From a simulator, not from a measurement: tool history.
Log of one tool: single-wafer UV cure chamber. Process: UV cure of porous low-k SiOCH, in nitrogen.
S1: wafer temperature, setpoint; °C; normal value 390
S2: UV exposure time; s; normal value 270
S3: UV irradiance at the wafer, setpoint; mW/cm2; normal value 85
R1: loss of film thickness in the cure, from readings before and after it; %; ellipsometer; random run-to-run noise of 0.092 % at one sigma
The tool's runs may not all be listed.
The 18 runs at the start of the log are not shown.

run	hour	S1	S2	S3	R1
19	918.4	390	270	85	10.237
# hour 944.7: quartz window cleaned
20	967.1	380	330	85	11.914
21	1033.2	390	270	85	10.919
22	1068.4	390	270	105	11.827
23	1109.8	390	200	85	9.617
24	1169.9	397	130	98	8.483
25	1202	390	270	85	10.847
26	1266.5	383	190	48	6.658
27	1337.1	390	270	65	9.388
28	1363.3	378	270	85	10.27
29	1412.7	375	270	116	11.434
30	1483	390	215	85	9.457
31	1554.5	377	180	113	9.59
32	1701.9	375	325	121	12.287
33	1728.2	390	185	105	9.472
34	1777.5	390	270	85	10.284
35	1816.2	390	270	85	10.126

5 options for the next run, each taken on its own from the tool as it stands now. Forecast them:
A	1816.7	390	270	85	?
B	1816.7	390	270	101	?
C	1816.7	390	270	66	?
D	1816.7	390	330	119	?
E	1816.7	371	110	112	?

run	R1
A	10.301
B	11.04
C	9.238
D	12.646
E	7.424
With the hidden condition removed and each run's random variation left untouched, the same runs would have given:
run	R1
A	11.291
B	12.048
C	10.204
D	13.687
E	8.35
